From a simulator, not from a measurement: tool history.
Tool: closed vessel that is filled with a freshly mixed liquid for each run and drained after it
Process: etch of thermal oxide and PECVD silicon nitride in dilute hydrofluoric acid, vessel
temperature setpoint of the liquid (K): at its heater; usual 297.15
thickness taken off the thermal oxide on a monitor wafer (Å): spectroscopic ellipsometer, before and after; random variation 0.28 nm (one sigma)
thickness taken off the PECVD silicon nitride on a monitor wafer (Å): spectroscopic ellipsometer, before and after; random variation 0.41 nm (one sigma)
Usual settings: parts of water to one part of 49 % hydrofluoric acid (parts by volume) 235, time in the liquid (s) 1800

| run | hour | temperature setpoint of the liquid (K) | parts of water to one part of 49 % hydrofluoric acid (parts by volume) | time in the liquid (s) | read-back film thickness of the thermal oxide reference wafer, read on the same gauge (nm) | read-back film thickness of the PECVD silicon nitride reference wafer, read on the same gauge (nm) | thickness taken off the thermal oxide on a monitor wafer (Å) | thickness taken off the PECVD silicon nitride on a monitor wafer (Å) |
|---|---|---|---|---|---|---|---|---|
| 1 | 0.0 | 297.15 | 235 | 1800 | 130.00 | 70.00 | 273.8 | 426.4 |
| 2 | 16.2 | 297.15 | 235 | 1800 | 130.02 | 69.98 | 273.8 | 422.0 |
| 3 | 51.5 | 297.15 | 235 | 1800 | 130.02 | 70.02 | 269.8 | 425.9 |
| 4 | 73.7 | 295.15 | 235 | 2085 | 129.97 | 69.99 | 298.7 | 428.8 |
| 5 | 95.9 | 295.15 | 235 | 2085 | 129.98 | 69.98 | 293.0 | 428.7 |
| 6 | 128.2 | 295.15 | 235 | 2085 | 130.00 | 70.00 | 291.3 | 429.2 |
| 7 | 151.3 | 297.15 | 235 | 1800 | 130.01 | 70.01 | 266.0 | 420.4 |
|  | 155.1 | hydrofluoric acid flow meter replaced |
| 8 | 172.5 | 297.15 | 200 | 1800 | 129.99 | 69.96 | 316.9 | 478.8 |
| 9 | 201.6 | 297.15 | 200 | 1800 | 130.00 | 69.98 | 320.6 | 490.8 |
| 10 | 217.2 | 293.65 | 235 | 1800 | 130.00 | 69.97 | 230.5 | 330.4 |
| 11 | 248.2 | 297.15 | 235 | 2290 | 130.00 | 70.00 | 329.5 | 516.4 |
| 12 | 265.4 | 292.65 | 165 | 1450 | 130.01 | 69.98 | 272.2 | 345.4 |
| 13 | 282.9 | 292.65 | 235 | 1350 | 130.02 | 69.99 | 166.1 | 231.1 |
| 14 | 313.2 | 297.15 | 235 | 1800 | 130.01 | 70.01 | 255.9 | 406.2 |
| 15 | 328.8 | 299.15 | 350 | 2445 | 130.01 | 69.97 | 224.8 | 414.1 |
|  | 331.8 | hydrofluoric acid flow meter replaced, repeated, since the last time left the tool worse |
| 16 | 361.2 | 297.15 | 345 | 1800 | 130.02 | 70.00 | 176.8 | 307.9 |
|  | 381.3 | thermometer replaced |
|  | 387.0 | gauge calibrated |
| 17 | 396.6 | 297.15 | 235 | 1800 | 130.00 | 69.99 | 289.5 | 439.1 |
| 18 | 419.8 | 297.15 | 135 | 1800 | 129.99 | 69.97 | 555.3 | 772.8 |

Forecast run 19:
| 19 | 447.4 | 300.65 | 345 | 2080 | ? | ? | ? | ? |

Run 19 gave read-back film thickness of the thermal oxide reference wafer, read on the same gauge (nm) 129.99, read-back film thickness of the PECVD silicon nitride reference wafer, read on the same gauge (nm) 70.01, thickness taken off the thermal oxide on a monitor wafer (Å) 226.8, thickness taken off the PECVD silicon nitride on a monitor wafer (Å) 425.6.
Without the tool's hidden state the same run would have given thickness taken off the thermal oxide on a monitor wafer (Å) 228.6, thickness taken off the PECVD silicon nitride on a monitor wafer (Å) 428.2.
